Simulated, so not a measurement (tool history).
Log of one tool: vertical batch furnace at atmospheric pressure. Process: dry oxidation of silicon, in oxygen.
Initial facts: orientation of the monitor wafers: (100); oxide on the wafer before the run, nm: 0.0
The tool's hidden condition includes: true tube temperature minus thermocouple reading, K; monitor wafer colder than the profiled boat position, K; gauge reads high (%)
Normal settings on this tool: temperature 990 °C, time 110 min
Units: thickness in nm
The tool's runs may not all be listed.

run,day,temperature,time,wafers since the last listed run,hours since the last temperature calibration,hours since the boat lift was adjusted,hours since the gauge calibration,"read-back reference wafer on the same gauge, thickness",thickness
1,0,990,66.5,0,1159.5,3361.9,651.1,65.42,43.3
2,2.612,990,66.5,918,1222.2,3424.6,713.8,65.39,43.44
3,5.208,990,66.5,912,1284.5,3486.9,776.1,65.42,43.5
4,9.017,1004,110,1338,1375.9,3578.3,867.5,65.38,70.37
5,11.008,990,110,699,1423.7,3626.1,915.3,65.35,61.19
6,15.325,990,110,1516,1527.3,3729.7,1018.9,65.35,61.37
7,18.721,990,110,1193,1608.8,3811.2,1100.4,65.39,61.08
8,21.158,973,136.5,856,1667.3,3869.7,1158.9,65.36,61.78
9,23.146,973,136.5,698,1715,3917.4,1206.6,65.42,61.74
10,26.925,990,110,1328,1805.7,4008.1,1297.3,65.38,61.22
11,29.883,990,110,1039,1876.7,4079.1,1368.3,65.46,61.19
12,32.392,990,94,881,1936.9,4139.3,1428.5,65.33,54.88
# day 35.654: thermocouples replaced and temperature profile calibrated
13,36.583,990,110,1121,22.3,4239.9,1529.1,65.44,61.26
14,40.521,990,110,1383,116.8,4334.4,1623.6,65.36,61.16
# day 43.617: boat lift adjusted
15,43.638,990,110,743,191.6,0.5,1698.4,65.38,61.47
16,45.054,1006,63.5,497,225.6,34.5,1732.4,65.47,49.68
17,46.962,1010,63,670,271.4,80.3,1778.2,65.37,51.3
18,49.825,971,110,1005,340.1,149,1846.9,65.35,52.06
# day 53.246: gauge calibrated
19,53.738,973,136.5,1374,434,242.9,11.8,65.46,61.65
20,57.808,1011,67,1430,531.7,340.6,109.5,65.36,53.69
21,62.242,990,163.5,1557,638.1,447,215.9,65.38,80.63
22,65.142,1008,90.5,1019,707.7,516.6,285.5,65.35,63.72
23,67.421,990,110,800,762.4,571.3,340.2,65.4,61.25
24,69.983,990,66.5,900,823.9,632.8,401.7,65.32,43.47
25,74.162,1006,141,1468,924.2,733.1,502,65.4,84.44
26,76.962,990,110,983,991.4,800.3,569.2,65.43,61.32
27,79.708,1014,138,964,1057.3,866.2,635.1,65.41,89.78
28,82.112,983,74,844,1115,923.9,692.8,65.41,43.8
29,84.312,990,110,773,1167.8,976.7,745.6,65.33,61.26

Across each entry between runs, compare the hidden state at the last listed run before it with the hidden state at the first listed run after it:
After run 12, before run 13: thermocouples replaced and temperature profile calibrated (day 35.654)
  the hidden state is the same at both runs
After run 14, before run 15: boat lift adjusted (day 43.617)
  the hidden state is the same at both runs
After run 18, before run 19: gauge calibrated (day 53.246)
  the hidden state is the same at both runs

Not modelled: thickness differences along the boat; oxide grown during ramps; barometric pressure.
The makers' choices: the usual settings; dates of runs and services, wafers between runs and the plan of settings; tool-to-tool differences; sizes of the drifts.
